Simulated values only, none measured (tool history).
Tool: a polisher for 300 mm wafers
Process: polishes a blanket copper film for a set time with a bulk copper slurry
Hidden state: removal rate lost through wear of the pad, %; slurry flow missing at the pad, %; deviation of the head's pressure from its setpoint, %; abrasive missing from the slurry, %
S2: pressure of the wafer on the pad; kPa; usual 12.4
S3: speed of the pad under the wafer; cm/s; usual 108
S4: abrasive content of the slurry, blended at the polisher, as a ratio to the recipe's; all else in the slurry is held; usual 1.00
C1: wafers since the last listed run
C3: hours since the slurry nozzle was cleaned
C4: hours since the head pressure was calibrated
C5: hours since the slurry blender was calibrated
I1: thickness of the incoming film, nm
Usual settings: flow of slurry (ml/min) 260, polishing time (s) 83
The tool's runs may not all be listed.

run 1 hour=0.0 | flow_of_slurry_(ml/min)=260 S2=12.4 S3=108 S4=1.05 polishing_time_(s)=83 | C1=0 wafers_polished_on_this_pad=19 C3=2.7 C4=343.9 C5=149.8 | I1=2871.3 | film_removed_(angstrom)=5426
run 2 hour=48.4 | flow_of_slurry_(ml/min)=260 S2=12.4 S3=108 S4=1.00 polishing_time_(s)=83 | C1=351 wafers_polished_on_this_pad=370 C3=51.1 C4=392.3 C5=198.2 | I1=2892.5 | film_removed_(angstrom)=5444
run 3 hour=81.0 | flow_of_slurry_(ml/min)=260 S2=12.4 S3=108 S4=1.00 polishing_time_(s)=83 | C1=236 wafers_polished_on_this_pad=607 C3=83.7 C4=424.9 C5=230.8 | I1=2900.6 | film_removed_(angstrom)=5472
run 4 hour=148.2 | flow_of_slurry_(ml/min)=260 S2=12.4 S3=108 S4=1.00 polishing_time_(s)=83 | C1=487 wafers_polished_on_this_pad=1094 C3=150.9 C4=492.1 C5=298.0 | I1=2919.4 | film_removed_(angstrom)=5320
run 5 hour=177.1 | flow_of_slurry_(ml/min)=260 S2=12.4 S3=108 S4=1.00 polishing_time_(s)=83 | C1=209 wafers_polished_on_this_pad=1304 C3=179.8 C4=521.0 C5=326.9 | I1=2942.1 | film_removed_(angstrom)=5269
-- hour=201.9 head pressure recalibrated
run 6 hour=241.8 | flow_of_slurry_(ml/min)=260 S2=12.4 S3=108 S4=1.00 polishing_time_(s)=83 | C1=454 wafers_polished_on_this_pad=1759 C3=244.5 C4=39.9 C5=391.6 | I1=2895.1 | film_removed_(angstrom)=5186
-- hour=250.2 slurry blender recalibrated
-- hour=303.6 worn pad replaced by a new one
run 7 hour=374.0 | flow_of_slurry_(ml/min)=260 S2=12.4 S3=108 S4=1.00 polishing_time_(s)=83 | C1=915 wafers_polished_on_this_pad=510 C3=376.7 C4=172.1 C5=123.8 | I1=2873.0 | film_removed_(angstrom)=4783
run 8 hour=418.7 | flow_of_slurry_(ml/min)=260 S2=12.4 S3=108 S4=1.00 polishing_time_(s)=83 | C1=324 wafers_polished_on_this_pad=834 C3=421.4 C4=216.8 C5=168.5 | I1=2890.8 | film_removed_(angstrom)=4754
run 9 hour=490.6 | flow_of_slurry_(ml/min)=260 S2=12.4 S3=108 S4=1.00 polishing_time_(s)=83 | C1=521 wafers_polished_on_this_pad=1356 C3=493.3 C4=288.7 C5=240.4 | I1=2921.1 | film_removed_(angstrom)=4680
run 10 hour=531.8 | flow_of_slurry_(ml/min)=260 S2=13.1 S3=108 S4=1.00 polishing_time_(s)=83 | C1=298 wafers_polished_on_this_pad=1655 C3=534.5 C4=329.9 C5=281.6 | I1=2873.8 | film_removed_(angstrom)=4946
run 11 hour=556.8 | flow_of_slurry_(ml/min)=260 S2=13.1 S3=108 S4=1.00 polishing_time_(s)=83 | C1=181 wafers_polished_on_this_pad=1836 C3=559.5 C4=354.9 C5=306.6 | I1=2946.5 | film_removed_(angstrom)=4919
run 12 hour=599.5 | flow_of_slurry_(ml/min)=260 S2=12.4 S3=108 S4=1.00 polishing_time_(s)=83 | C1=309 wafers_polished_on_this_pad=2146 C3=602.2 C4=397.6 C5=349.3 | I1=2849.3 | film_removed_(angstrom)=4495
-- hour=639.5 slurry blender recalibrated
run 13 hour=651.2 | flow_of_slurry_(ml/min)=260 S2=12.4 S3=108 S4=1.00 polishing_time_(s)=83 | C1=360 wafers_polished_on_this_pad=2506 C3=653.9 C4=449.3 C5=11.7 | I1=2908.3 | film_removed_(angstrom)=4552
-- hour=658.0 worn pad replaced by a new one, repeated, since the last time left the tool worse
run 14 hour=690.9 | flow_of_slurry_(ml/min)=260 S2=12.4 S3=108 S4=1.00 polishing_time_(s)=83 | C1=258 wafers_polished_on_this_pad=238 C3=693.6 C4=489.0 C5=51.4 | I1=2856.0 | film_removed_(angstrom)=5308
-- hour=696.6 slurry nozzle cleaned
run 15 hour=740.6 | flow_of_slurry_(ml/min)=325 S2=12.4 S3=108 S4=1.00 polishing_time_(s)=70 | C1=353 wafers_polished_on_this_pad=591 C3=44.0 C4=538.7 C5=101.1 | I1=2896.3 | film_removed_(angstrom)=4671
run 16 hour=777.6 | flow_of_slurry_(ml/min)=175 S2=12.4 S3=108 S4=0.85 polishing_time_(s)=83 | C1=268 wafers_polished_on_this_pad=860 C3=81.0 C4=575.7 C5=138.1 | I1=2942.2 | film_removed_(angstrom)=4779
-- hour=782.4 head pressure recalibrated
run 17 hour=812.9 | flow_of_slurry_(ml/min)=285 S2=12.4 S3=84 S4=1.00 polishing_time_(s)=83 | C1=241 wafers_polished_on_this_pad=1101 C3=116.3 C4=30.5 C5=173.4 | I1=2896.0 | film_removed_(angstrom)=4203
run 18 hour=859.1 | flow_of_slurry_(ml/min)=260 S2=12.4 S3=108 S4=1.10 polishing_time_(s)=83 | C1=335 wafers_polished_on_this_pad=1436 C3=162.5 C4=76.7 C5=219.6 | I1=2901.5 | film_removed_(angstrom)=5257
-- hour=997.0 worn pad replaced by a new one
-- hour=1008.2 slurry blender recalibrated
run 19 hour=1060.4 | flow_of_slurry_(ml/min)=260 S2=12.4 S3=96 S4=1.00 polishing_time_(s)=83 | C1=1416 wafers_polished_on_this_pad=445 C3=363.8 C4=278.0 C5=52.2 | I1=2861.7 | film_removed_(angstrom)=4748
run 20 hour=1103.7 | flow_of_slurry_(ml/min)=260 S2=12.4 S3=108 S4=1.00 polishing_time_(s)=83 | C1=314 wafers_polished_on_this_pad=759 C3=407.1 C4=321.3 C5=95.5 | I1=2911.4 | film_removed_(angstrom)=5266
run 21 hour=1137.6 | flow_of_slurry_(ml/min)=260 S2=12.4 S3=134 S4=1.00 polishing_time_(s)=83 | C1=245 wafers_polished_on_this_pad=1005 C3=441.0 C4=355.2 C5=129.4 | I1=2848.4 | film_removed_(angstrom)=6560
run 22 hour=1161.6 | flow_of_slurry_(ml/min)=290 S2=12.4 S3=108 S4=1.25 polishing_time_(s)=83 | C1=174 wafers_polished_on_this_pad=1179 C3=465.0 C4=379.2 C5=153.4 | I1=2865.6 | film_removed_(angstrom)=5691
run 23 hour=1187.8 | flow_of_slurry_(ml/min)=260 S2=12.4 S3=108 S4=0.80 polishing_time_(s)=83 | C1=190 wafers_polished_on_this_pad=1369 C3=491.2 C4=405.4 C5=179.6 | I1=2877.5 | film_removed_(angstrom)=4810
run 24 hour=1234.5 | flow_of_slurry_(ml/min)=260 S2=16.5 S3=108 S4=1.25 polishing_time_(s)=83 | C1=338 wafers_polished_on_this_pad=1708 C3=537.9 C4=452.1 C5=226.3 | I1=2875.8 | film_removed_(angstrom)=7271
-- hour=1291.6 worn pad replaced by a new one
run 25 hour=1296.8 | flow_of_slurry_(ml/min)=260 S2=12.4 S3=108 S4=1.00 polishing_time_(s)=83 | C1=422 wafers_polished_on_this_pad=38 C3=600.2 C4=514.4 C5=288.6 | I1=2876.8 | film_removed_(angstrom)=5545
-- hour=1382.7 slurry nozzle cleaned
-- hour=1384.1 slurry blender recalibrated
run 26 hour=1404.6 | flow_of_slurry_(ml/min)=305 S2=12.4 S3=138 S4=0.75 polishing_time_(s)=102 | C1=764 wafers_polished_on_this_pad=802 C3=21.9 C4=622.2 C5=20.5 | I1=2877.5 | film_removed_(angstrom)=7672
-- hour=1435.6 head pressure recalibrated
run 27 hour=1458.3 | flow_of_slurry_(ml/min)=260 S2=9.0 S3=108 S4=1.00 polishing_time_(s)=83 | C1=375 wafers_polished_on_this_pad=1177 C3=75.6 C4=22.7 C5=74.2 | I1=2890.8 | film_removed_(angstrom)=3807
run 28 hour=1484.4 | flow_of_slurry_(ml/min)=260 S2=12.4 S3=108 S4=1.00 polishing_time_(s)=83 | C1=189 wafers_polished_on_this_pad=1366 C3=101.7 C4=48.8 C5=100.3 | I1=2929.4 | film_removed_(angstrom)=5124
run 29 hour=1540.4 | flow_of_slurry_(ml/min)=315 S2=12.4 S3=136 S4=1.30 polishing_time_(s)=57 | C1=406 wafers_polished_on_this_pad=1773 C3=157.7 C4=104.8 C5=156.3 | I1=2858.7 | film_removed_(angstrom)=4910

What the log doesn't show, run by run:
slurry flow missing at the pad, %: 0 in every run
deviation of the head's pressure from its setpoint, %: 0 in every run
abrasive missing from the slurry, %: 0 in every run
H1: removal rate lost through wear of the pad, %
run=1 H1=0.388
run=2 H1=1.27
run=3 H1=1.86
run=4 H1=3.08
run=5 H1=3.6
run=6 H1=4.78
run=7 H1=10.5
run=8 H1=11.3
run=9 H1=12.6
run=10 H1=13.4
run=11 H1=13.8
run=12 H1=14.6
run=13 H1=15.5
run=14 H1=0.74
run=15 H1=1.64
run=16 H1=2.31
run=17 H1=2.96
run=18 H1=3.8
run=19 H1=1.35
run=20 H1=2.14
run=21 H1=2.75
run=22 H1=3.19
run=23 H1=3.67
run=24 H1=4.51
run=25 H1=0.307
run=26 H1=2.27
run=27 H1=3.24
run=28 H1=3.72
run=29 H1=4.73
